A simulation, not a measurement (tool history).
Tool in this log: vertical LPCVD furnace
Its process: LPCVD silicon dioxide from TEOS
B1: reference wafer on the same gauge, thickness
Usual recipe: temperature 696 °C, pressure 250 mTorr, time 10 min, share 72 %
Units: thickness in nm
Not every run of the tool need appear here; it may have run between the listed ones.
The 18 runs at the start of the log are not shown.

Run 19, hour 472.5: usual settings; B1 61.07. Result: thickness 67.85 nm.
Run 20, hour 497.9: usual settings but temperature 690 °C; B1 61.09. Result: thickness 58.78 nm.
Run 21, hour 528.7: usual settings but temperature 704 °C, pressure 295 mTorr; B1 61.09. Result: thickness 88.15 nm.
Run 22, hour 544: usual settings; B1 60.94. Result: thickness 67.79 nm.
At hour 581.1: thermocouples replaced and temperature profile calibrated, repeated, since the last time left the tool worse.
Run 23, hour 581.6: usual settings but temperature 684 °C, pressure 190 mTorr, share 78 %; B1 61.05. Result: thickness 41.07 nm.
Run 24, hour 586.7: usual settings but pressure 275 mTorr, time 11.5 min, share 82 %; B1 60.95. Result: thickness 77.57 nm.
Run 25, hour 602.2: usual settings but time 6.5 min, share 65 %; B1 60.95. Result: thickness 37.33 nm.
Run 26, hour 637.4: usual settings but temperature 690 °C; B1 60.96. Result: thickness 52.54 nm.
Run 27, hour 654.8: usual settings but pressure 295 mTorr, time 11.5 min; B1 61.12. Result: thickness 75.58 nm.
Run 28, hour 677.8: usual settings but pressure 285 mTorr; B1 60.94. Result: thickness 64.53 nm.
Run 29, hour 701.5: usual settings but time 7 min; B1 60.96. Result: thickness 42.44 nm.
Run 30, hour 728.8: usual settings but temperature 705 °C, pressure 200 mTorr, time 13.5 min, share 77 %; B1 60.93. Result: thickness 93.52 nm.

5 options for the next run, each taken on its own from the tool as it stands now. Forecast them:
Run A, hour 733.5: usual settings but time 13.5 min; B1 ?. Result: thickness ?.
Run B, hour 733.5: usual settings but temperature 701 °C, pressure 275 mTorr, time 12.5 min, share 76 %; B1 ?. Result: thickness ?.
Run C, hour 733.5: usual settings but temperature 705 °C, pressure 270 mTorr, share 61 %; B1 ?. Result: thickness ?.
Run D, hour 733.5: usual settings but temperature 692 °C, pressure 295 mTorr, time 6 min, share 65 %; B1 ?. Result: thickness ?.
Run E, hour 733.5: usual settings but temperature 689 °C, pressure 275 mTorr, time 8 min, share 76 %; B1 ?. Result: thickness ?.

run     B1  thickness
  A  61.01      82.26
  B  61.01      92.22
  C  61.01      71.83
  D  61.01      34.34
  E  61.01      44.53
Without the tool's unlogged condition, the same runs would have read:
run  thickness
  A      81.29
  B      91.14
  C      70.99
  D      33.93
  E      43.99

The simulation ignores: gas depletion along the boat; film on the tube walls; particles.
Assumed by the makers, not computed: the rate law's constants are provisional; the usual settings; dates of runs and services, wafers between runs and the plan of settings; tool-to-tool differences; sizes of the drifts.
